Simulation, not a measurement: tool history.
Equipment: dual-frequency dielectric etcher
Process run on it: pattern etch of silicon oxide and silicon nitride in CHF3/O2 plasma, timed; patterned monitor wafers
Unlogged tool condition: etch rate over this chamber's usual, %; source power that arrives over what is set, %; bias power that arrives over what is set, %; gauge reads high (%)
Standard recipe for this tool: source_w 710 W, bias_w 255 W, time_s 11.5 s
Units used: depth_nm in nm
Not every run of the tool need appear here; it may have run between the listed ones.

run	hour	source_w	bias_w	time_s	wafers since the last listed run	hours since the last wet clean	hours since the last source power generator calibration	hours since the last bias power generator calibration	hours since the last upper electrode change	hours since the gauge calibration	read-back reference wafer on the same gauge, depth_nm	depth_nm
1	0	710	255	11.5	0	205.1	5125.2	5178.3	1715.5	378.9	23.31	19.31
2	34.2	710	255	11.5	472	239.3	5159.4	5212.5	1749.7	413.1	23.3	19.3
3	55.4	710	232	8.5	292	260.5	5180.6	5233.7	1770.9	434.3	23.27	13.65
4	90.3	710	232	8.5	482	295.4	5215.5	5268.6	1805.8	469.2	23.3	13.65
5	111.4	710	255	11.5	291	316.5	5236.6	5289.7	1826.9	490.3	23.29	19.2
6	131.7	850	255	13.5	280	336.8	5256.9	5310	1847.2	510.6	23.32	23.66
7	167.6	710	255	11.5	496	372.7	5292.8	5345.9	1883.1	546.5	23.32	19.03
8	193.1	710	255	11.5	352	398.2	5318.3	5371.4	1908.6	572	23.3	18.94
9	219.3	710	255	11.5	362	424.4	5344.5	5397.6	1934.8	598.2	23.28	18.87
10	247.7	710	255	11.5	392	452.8	5372.9	5426	1963.2	626.6	23.31	18.92
11	260.6	710	271	11.5	178	465.7	5385.8	5438.9	1976.1	639.5	23.3	19.51
12	283.8	600	255	11.5	320	488.9	5409	5462.1	1999.3	662.7	23.29	18.07
13	316.6	710	237	11.5	453	521.7	5441.8	5494.9	2032.1	695.5	23.31	18.28
# hour 328.3: source power generator calibrated
# hour 340.3: gauge calibrated
# hour 340.9: wet clean of the chamber
# hour 410.5: bias power generator calibrated
# hour 427.9: wet clean of the chamber, repeated, since the last time left the tool worse
14	428.4	570	227	9.5	1019	0.5	100.1	17.9	2143.9	88.1	23.3	14.4
15	429.3	710	255	9.5	12	1.4	101	18.8	2144.8	89	23.32	16.14
# hour 459.8: upper electrode replaced
16	460.3	710	226	9.5	96	32.4	132	49.8	0.5	120	23.3	15.39
17	472	800	255	11.5	161	44.1	143.7	61.5	12.2	131.7	23.29	20.08
18	503.1	580	255	11.5	429	75.2	174.8	92.6	43.3	162.8	23.3	18.11
19	529.8	570	227	9.5	368	101.9	201.5	119.3	70	189.5	23.31	14.33
20	542.4	710	255	13.5	174	114.5	214.1	131.9	82.6	202.1	23.32	22.7
21	557.7	710	255	11.5	211	129.8	229.4	147.2	97.9	217.4	23.31	19.17
22	577.1	710	255	13	268	149.2	248.8	166.6	117.3	236.8	23.3	21.81
23	596.6	620	219	11.5	269	168.7	268.3	186.1	136.8	256.3	23.3	17.5
24	622.3	820	312	11.5	355	194.4	294	211.8	162.5	282	23.3	21.63

Alternative continuations, all from the tool just after run 24; predict every row:
A	622.7	710	227	11.5	5	194.8	294.4	212.2	162.9	282.4	?	?
B	622.7	600	224	13.5	5	194.8	294.4	212.2	162.9	282.4	?	?
C	622.7	800	217	13.5	5	194.8	294.4	212.2	162.9	282.4	?	?

run	read-back reference wafer on the same gauge, depth_nm	depth_nm
A	23.31	18.51
B	23.31	20.55
C	23.31	22.22
The same runs, with their run-to-run variation unchanged, on a tool lacking any hidden condition would have given:
run	depth_nm
A	18.85
B	20.92
C	22.62

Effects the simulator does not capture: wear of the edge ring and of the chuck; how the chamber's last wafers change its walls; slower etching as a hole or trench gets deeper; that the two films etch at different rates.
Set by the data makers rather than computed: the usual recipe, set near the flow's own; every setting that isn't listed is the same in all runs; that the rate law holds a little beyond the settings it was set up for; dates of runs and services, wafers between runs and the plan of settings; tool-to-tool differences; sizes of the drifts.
